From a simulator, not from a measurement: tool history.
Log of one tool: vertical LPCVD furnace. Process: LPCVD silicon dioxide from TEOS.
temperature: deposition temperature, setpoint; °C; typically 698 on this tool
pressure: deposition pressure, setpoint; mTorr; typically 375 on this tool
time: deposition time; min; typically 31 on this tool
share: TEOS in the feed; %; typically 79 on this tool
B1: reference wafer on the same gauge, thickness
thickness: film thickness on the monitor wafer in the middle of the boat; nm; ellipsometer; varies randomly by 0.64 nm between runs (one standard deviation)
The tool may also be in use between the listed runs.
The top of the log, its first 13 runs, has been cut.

Run 14, day 9.833: usual settings but temperature 709 °C, pressure 340 mTorr, time 26 min, share 94 %; B1 267.98. Result: thickness 295.86 nm.
Run 15, day 10.2: usual settings but time 27.5 min; B1 268.09. Result: thickness 232.96 nm.
At day 11.296: TEOS flow controller replaced.
Run 16, day 11.317: usual settings but time 37.5 min, share 93 %; B1 268.02. Result: thickness 345.62 nm.
Run 17, day 11.521: usual settings; B1 267.91. Result: thickness 263.55 nm.
Run 18, day 12.292: usual settings; B1 268.09. Result: thickness 263.43 nm.
Run 19, day 12.954: usual settings; B1 268.02. Result: thickness 263.34 nm.
Run 20, day 13.775: usual settings but temperature 691 °C, share 87 %; B1 268.04. Result: thickness 234.96 nm.
Run 21, day 14.096: usual settings; B1 268.04. Result: thickness 263.65 nm.
At day 15.179: pressure gauge zeroed.
Run 22, day 15.2: usual settings but temperature 708 °C; B1 268.08. Result: thickness 332.02 nm.
Run 23, day 15.4: usual settings but pressure 320 mTorr, share 83 %; B1 267.94. Result: thickness 249.71 nm.
Run 24, day 15.879: usual settings but share 72 %; B1 268.01. Result: thickness 252.04 nm.
Run 25, day 16.254: usual settings but temperature 710 °C, pressure 420 mTorr, share 71 %; B1 268.02. Result: thickness 348.66 nm.
Run 26, day 17.012: usual settings but time 43.5 min; B1 267.97. Result: thickness 370.9 nm.
Run 27, day 17.683: usual settings but pressure 295 mTorr; B1 268. Result: thickness 233.39 nm.
Run 28, day 18.392: usual settings but temperature 689 °C, pressure 315 mTorr, time 37 min, share 89 %; B1 267.89. Result: thickness 248.95 nm.
Run 29, day 18.925: usual settings; B1 267.9. Result: thickness 264.16 nm.
Run 30, day 19.446: usual settings; B1 268.02. Result: thickness 263.93 nm.
Run 31, day 20.154: usual settings but temperature 703 °C, share 89 %; B1 268.01. Result: thickness 314.87 nm.
Run 32, day 20.742: usual settings but time 25 min; B1 267.93. Result: thickness 213.08 nm.

Each row is a separate what-if for the run after 32, all from the same tool condition, not one after another. Results?
Run A, day 20.946: usual settings but share 66 %; B1 ?. Result: thickness ?.
Run B, day 20.946: usual settings but pressure 310 mTorr, share 69 %; B1 ?. Result: thickness ?.
Run C, day 20.946: usual settings but temperature 707 °C, pressure 445 mTorr; B1 ?. Result: thickness ?.

run      B1  thickness
  A  267.92     240.13
  B  267.92     223.24
  C  267.92      352.4
Take away the tool's hidden state, keep each run's random variation, and the runs would have read:
run  thickness
  A     238.46
  B     221.68
  C     349.99
